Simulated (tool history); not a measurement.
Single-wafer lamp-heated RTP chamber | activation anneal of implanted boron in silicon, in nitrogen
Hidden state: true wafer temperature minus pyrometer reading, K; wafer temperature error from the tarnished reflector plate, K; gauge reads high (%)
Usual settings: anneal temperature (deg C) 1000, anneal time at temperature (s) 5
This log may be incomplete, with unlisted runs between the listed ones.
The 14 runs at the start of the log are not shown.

run     day  anneal temperature (deg C)  anneal time at temperature (s)  wafers since the last listed run  wafers since the last pyrometer calibration  wafers since the reflector plate was cleaned  hours since the gauge calibration  read-back reference wafer on the same gauge, sheet resistance  sheet resistance of the implanted and annealed layer (ohm/square)
 15    33.4                        1000                               5                               454                                         2789                                          6437                              158.9                                                         391.22                                                             441.26
 16  36.304                        1010                               5                              1028                                         3817                                          7466                              228.6                                                            391                                                             438.93
 17  39.225                        1010                               5                              1034                                         4852                                          8500                              298.7                                                         390.82                                                             439.43
     39.825  -- pyrometer window cleaned and pyrometer calibrated
 18  40.858                        1018                               4                               460                                          365                                          8960                              337.9                                                         390.94                                                             439.79
 19  42.262                        1000                               5                               497                                          862                                          9457                              371.6                                                         390.81                                                             442.44
 20  43.758                         980                               7                               529                                         1392                                          9987                              407.5                                                         391.02                                                              447.2
 21   45.65                         972                               6                               669                                         2061                                         10657                              452.9                                                         390.84                                                             452.98
 22  47.758                        1000                               3                               746                                         2808                                         11403                              503.5                                                         390.92                                                             441.04
 23  50.558                        1000                               5                               991                                         3799                                         12395                              570.7                                                         390.94                                                                441
 24  53.158                        1026                               3                               920                                         4720                                         13315                              633.1                                                         390.92                                                             438.65
     53.667  -- pyrometer window cleaned and pyrometer calibrated
 25  54.233                        1028                               3                               262                                          201                                         13578                              658.9                                                         391.34                                                             439.53
 26  55.742                         971                               3                               534                                          735                                         14112                              695.1                                                          391.1                                                             456.15
     56.996  -- reflector plate cleaned
 27  57.654                        1000                               5                               559                                         1294                                           232                                741                                                         391.04                                                             444.06
 28  59.008                        1013                               7                               479                                         1773                                           712                              773.5                                                         391.08                                                             439.21
 29  60.175                        1008                               5                               413                                         2187                                          1125                              801.5                                                         391.06                                                             441.76
 30  61.533                        1012                               3                               480                                         2667                                          1606                              834.1                                                         391.16                                                             441.27
 31  63.467                        1025                               3                               684                                         3352                                          2290                              880.5                                                         390.82                                                              439.3
 32  65.283                         976                               6                               643                                         3995                                          2933                              924.1                                                         390.78                                                             452.15
     67.025  -- pyrometer window cleaned and pyrometer calibrated
 33  68.288                         978                               3                               945                                          447                                          3879                              996.2                                                         390.92                                                             458.39
 34  69.562                        1000                               5                               451                                          898                                          4331                             1026.8                                                         390.83                                                              444.1
 35  70.708                        1000                               5                               405                                         1304                                          4736                             1054.3                                                         390.69                                                             444.01
 36  72.467                        1000                               8                               622                                         1927                                          5359                             1096.5                                                         390.89                                                             440.67

Below are 4 alternative next runs, each starting from the tool's condition after run 36. Predict each:
  A  72.483                         984                               5                                 5                                         1932                                          5365                             1096.9                                                              ?                                                                  ?
  B  72.483                        1022                               6                                 5                                         1932                                          5365                             1096.9                                                              ?                                                                  ?
  C  72.483                        1019                               4                                 5                                         1932                                          5365                             1096.9                                                              ?                                                                  ?
  D  72.483                        1000                               7                                 5                                         1932                                          5365                             1096.9                                                              ?                                                                  ?

run  read-back reference wafer on the same gauge, sheet resistance  sheet resistance of the implanted and annealed layer (ohm/square)
  A                                                         391.03                                                             449.74
  B                                                         391.03                                                             439.04
  C                                                         391.03                                                             439.79
  D                                                         391.03                                                             441.87
Take away the tool's hidden state, keep each run's random variation, and the runs would have read:
run  sheet resistance of the implanted and annealed layer (ohm/square)
  A                                                             453.84
  B                                                              439.5
  C                                                             440.43
  D                                                              443.6

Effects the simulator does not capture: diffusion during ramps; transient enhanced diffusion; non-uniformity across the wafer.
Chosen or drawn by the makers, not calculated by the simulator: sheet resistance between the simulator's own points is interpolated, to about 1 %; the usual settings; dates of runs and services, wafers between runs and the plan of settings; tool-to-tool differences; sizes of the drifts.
